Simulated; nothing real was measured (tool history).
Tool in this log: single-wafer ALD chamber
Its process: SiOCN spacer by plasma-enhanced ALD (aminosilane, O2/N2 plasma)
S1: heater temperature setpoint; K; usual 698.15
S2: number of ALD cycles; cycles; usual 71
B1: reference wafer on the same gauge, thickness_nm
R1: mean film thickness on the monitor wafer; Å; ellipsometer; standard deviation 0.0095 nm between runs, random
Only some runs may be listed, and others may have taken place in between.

run	hour	S1	S2	B1	R1
1	0.0	698.15	75	4.520	40.53
2	11.8	698.15	71	4.522	38.13
3	22.0	698.15	71	4.523	38.25
4	35.0	698.15	71	4.521	38.14
5	42.6	698.15	71	4.529	38.16
6	53.2	695.15	71	4.529	38.60
7	70.2	695.15	71	4.529	38.57
8	87.7	695.15	71	4.534	38.65
9	99.6	698.15	80	4.536	43.28
10	106.2	698.15	80	4.541	43.50
11	122.4	698.15	80	4.544	43.22
12	136.3	698.15	71	4.548	38.36
13	145.4	698.15	71	4.549	38.37
14	159.1	698.15	71	4.552	38.52
15	172.2	703.15	78	4.560	41.64
16	183.4	698.15	71	4.563	38.58
17	199.5	693.15	71	4.568	39.15
18	206.0	698.15	71	4.569	38.60
19	217.2	698.15	63	4.574	34.40

Predict the results of run 20:
# hour 220.3: gauge calibrated
# hour 227.8: thermocouple changed; heater temperature recalibrated
20	228.3	687.15	67	?	?

{"run 20": {"B1": 4.511, "R1": 37.22}}
On a tool with no hidden condition, and with the same random variation, this run would have come out at R1 37.21 Å.
